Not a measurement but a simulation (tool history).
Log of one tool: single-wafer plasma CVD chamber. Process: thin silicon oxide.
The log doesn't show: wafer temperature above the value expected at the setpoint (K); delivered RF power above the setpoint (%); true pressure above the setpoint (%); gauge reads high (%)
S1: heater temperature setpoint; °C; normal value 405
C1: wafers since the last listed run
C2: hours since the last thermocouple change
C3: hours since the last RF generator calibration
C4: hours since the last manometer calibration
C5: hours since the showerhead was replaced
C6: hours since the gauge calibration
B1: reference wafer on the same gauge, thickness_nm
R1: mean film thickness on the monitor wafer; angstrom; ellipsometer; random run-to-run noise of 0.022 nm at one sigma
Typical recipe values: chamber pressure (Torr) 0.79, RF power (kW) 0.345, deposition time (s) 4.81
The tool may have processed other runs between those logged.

run 1 hour=0 | S1=409 chamber_pressure_(Torr)=0.79 RF_power_(kW)=0.345 deposition_time_(s)=4.81 | C1=0 C2=2427.8 C3=1213.7 C4=909.3 C5=6016.9 C6=147.8 | B1=10.409 | R1=90.43
run 2 hour=14.6 | S1=409 chamber_pressure_(Torr)=0.79 RF_power_(kW)=0.345 deposition_time_(s)=4.81 | C1=482 C2=2442.4 C3=1228.3 C4=923.9 C5=6031.5 C6=162.4 | B1=10.412 | R1=90.48
run 3 hour=28.6 | S1=405 chamber_pressure_(Torr)=0.845 RF_power_(kW)=0.345 deposition_time_(s)=4.81 | C1=462 C2=2456.4 C3=1242.3 C4=937.9 C5=6045.5 C6=176.4 | B1=10.414 | R1=94.69
run 4 hour=34.8 | S1=405 chamber_pressure_(Torr)=0.79 RF_power_(kW)=0.395 deposition_time_(s)=4.81 | C1=205 C2=2462.6 C3=1248.5 C4=944.1 C5=6051.7 C6=182.6 | B1=10.41 | R1=94.98
run 5 hour=48.6 | S1=405 chamber_pressure_(Torr)=0.79 RF_power_(kW)=0.395 deposition_time_(s)=4.81 | C1=456 C2=2476.4 C3=1262.3 C4=957.9 C5=6065.5 C6=196.4 | B1=10.411 | R1=95.01
run 6 hour=60.9 | S1=405 chamber_pressure_(Torr)=0.79 RF_power_(kW)=0.345 deposition_time_(s)=4.81 | C1=406 C2=2488.7 C3=1274.6 C4=970.2 C5=6077.8 C6=208.7 | B1=10.404 | R1=90.93
run 7 hour=72.4 | S1=405 chamber_pressure_(Torr)=0.79 RF_power_(kW)=0.345 deposition_time_(s)=5.48 | C1=380 C2=2500.2 C3=1286.1 C4=981.7 C5=6089.3 C6=220.2 | B1=10.411 | R1=102.77
-- hour=83.2 thermocouple changed; heater temperature recalibrated
-- hour=84.7 capacitance manometer re-zeroed and calibrated
run 8 hour=85.2 | S1=405 chamber_pressure_(Torr)=0.79 RF_power_(kW)=0.345 deposition_time_(s)=5.48 | C1=108 C2=2 C3=1298.9 C4=0.5 C5=6102.1 C6=233 | B1=10.405 | R1=102.95
run 9 hour=90.9 | S1=405 chamber_pressure_(Torr)=0.79 RF_power_(kW)=0.345 deposition_time_(s)=5.48 | C1=188 C2=7.7 C3=1304.6 C4=6.2 C5=6107.8 C6=238.7 | B1=10.417 | R1=103.32
run 10 hour=107 | S1=405 chamber_pressure_(Torr)=0.713 RF_power_(kW)=0.345 deposition_time_(s)=4.81 | C1=532 C2=23.8 C3=1320.7 C4=22.3 C5=6123.9 C6=254.8 | B1=10.419 | R1=85.02
run 11 hour=116 | S1=405 chamber_pressure_(Torr)=0.713 RF_power_(kW)=0.345 deposition_time_(s)=4.81 | C1=297 C2=32.8 C3=1329.7 C4=31.3 C5=6132.9 C6=263.8 | B1=10.408 | R1=85.18
run 12 hour=127.8 | S1=405 chamber_pressure_(Torr)=0.713 RF_power_(kW)=0.345 deposition_time_(s)=4.81 | C1=390 C2=44.6 C3=1341.5 C4=43.1 C5=6144.7 C6=275.6 | B1=10.411 | R1=85.23
run 13 hour=137.7 | S1=394 chamber_pressure_(Torr)=0.712 RF_power_(kW)=0.36 deposition_time_(s)=5.38 | C1=327 C2=54.5 C3=1351.4 C4=53 C5=6154.6 C6=285.5 | B1=10.408 | R1=96.91
run 14 hour=146 | S1=405 chamber_pressure_(Torr)=0.79 RF_power_(kW)=0.345 deposition_time_(s)=5.16 | C1=274 C2=62.8 C3=1359.7 C4=61.3 C5=6162.9 C6=293.8 | B1=10.405 | R1=97.16
run 15 hour=157.4 | S1=395 chamber_pressure_(Torr)=0.622 RF_power_(kW)=0.38 deposition_time_(s)=4.2 | C1=377 C2=74.2 C3=1371.1 C4=72.7 C5=6174.3 C6=305.2 | B1=10.413 | R1=70.9
run 16 hour=169.5 | S1=398 chamber_pressure_(Torr)=0.951 RF_power_(kW)=0.365 deposition_time_(s)=4.81 | C1=400 C2=86.3 C3=1383.2 C4=84.8 C5=6186.4 C6=317.3 | B1=10.411 | R1=103.59
-- hour=184.9 RF generator calibrated
run 17 hour=185.4 | S1=405 chamber_pressure_(Torr)=0.79 RF_power_(kW)=0.345 deposition_time_(s)=4.07 | C1=261 C2=102.2 C3=0.5 C4=100.7 C5=6202.3 C6=333.2 | B1=10.408 | R1=76.84
run 18 hour=187.1 | S1=405 chamber_pressure_(Torr)=0.79 RF_power_(kW)=0.345 deposition_time_(s)=4.81 | C1=56 C2=103.9 C3=2.2 C4=102.4 C5=6204 C6=334.9 | B1=10.412 | R1=90.69
run 19 hour=226.4 | S1=405 chamber_pressure_(Torr)=0.79 RF_power_(kW)=0.345 deposition_time_(s)=5.68 | C1=1299 C2=143.2 C3=41.5 C4=141.7 C5=6243.3 C6=374.2 | B1=10.413 | R1=106.66
run 20 hour=233.3 | S1=413 chamber_pressure_(Torr)=0.918 RF_power_(kW)=0.325 deposition_time_(s)=4.81 | C1=228 C2=150.1 C3=48.4 C4=148.6 C5=6250.2 C6=381.1 | B1=10.41 | R1=96.58
run 21 hour=244.8 | S1=405 chamber_pressure_(Torr)=0.79 RF_power_(kW)=0.395 deposition_time_(s)=4.3 | C1=380 C2=161.6 C3=59.9 C4=160.1 C5=6261.7 C6=392.6 | B1=10.414 | R1=84.7
-- hour=254.7 showerhead replaced
run 22 hour=255.2 | S1=405 chamber_pressure_(Torr)=0.79 RF_power_(kW)=0.345 deposition_time_(s)=4.81 | C1=79 C2=172 C3=70.3 C4=170.5 C5=0.5 C6=403 | B1=10.407 | R1=90.3
-- hour=272.7 gauge calibrated
run 23 hour=275.4 | S1=417 chamber_pressure_(Torr)=0.79 RF_power_(kW)=0.3 deposition_time_(s)=5.1 | C1=668 C2=192.2 C3=90.5 C4=190.7 C5=20.7 C6=2.7 | B1=10.399 | R1=90.61
run 24 hour=286.7 | S1=411 chamber_pressure_(Torr)=0.853 RF_power_(kW)=0.345 deposition_time_(s)=4.81 | C1=373 C2=203.5 C3=101.8 C4=202 C5=32 C6=14 | B1=10.429 | R1=94.79
run 25 hour=296.6 | S1=405 chamber_pressure_(Torr)=0.909 RF_power_(kW)=0.345 deposition_time_(s)=5.6 | C1=327 C2=213.4 C3=111.7 C4=211.9 C5=41.9 C6=23.9 | B1=10.414 | R1=114.46
run 26 hour=308.7 | S1=405 chamber_pressure_(Torr)=0.906 RF_power_(kW)=0.325 deposition_time_(s)=4.81 | C1=400 C2=225.5 C3=123.8 C4=224 C5=54 C6=36 | B1=10.404 | R1=96.25
run 27 hour=325.7 | S1=405 chamber_pressure_(Torr)=0.79 RF_power_(kW)=0.345 deposition_time_(s)=4.81 | C1=562 C2=242.5 C3=140.8 C4=241 C5=71 C6=53 | B1=10.402 | R1=90.86
run 28 hour=337.6 | S1=405 chamber_pressure_(Torr)=0.841 RF_power_(kW)=0.37 deposition_time_(s)=4.81 | C1=393 C2=254.4 C3=152.7 C4=252.9 C5=82.9 C6=64.9 | B1=10.416 | R1=96.61

What will run 29 give?
run 29 hour=353.1 | S1=405 chamber_pressure_(Torr)=0.907 RF_power_(kW)=0.375 deposition_time_(s)=4.81 | C1=512 C2=269.9 C3=168.2 C4=268.4 C5=98.4 C6=80.4 | B1=? | R1=?

{"run 29": {"B1": 10.417, "R1": 100.97}}
With the hidden condition absent and the run-to-run variation left alone, this run would have shown R1 100.97 angstrom.

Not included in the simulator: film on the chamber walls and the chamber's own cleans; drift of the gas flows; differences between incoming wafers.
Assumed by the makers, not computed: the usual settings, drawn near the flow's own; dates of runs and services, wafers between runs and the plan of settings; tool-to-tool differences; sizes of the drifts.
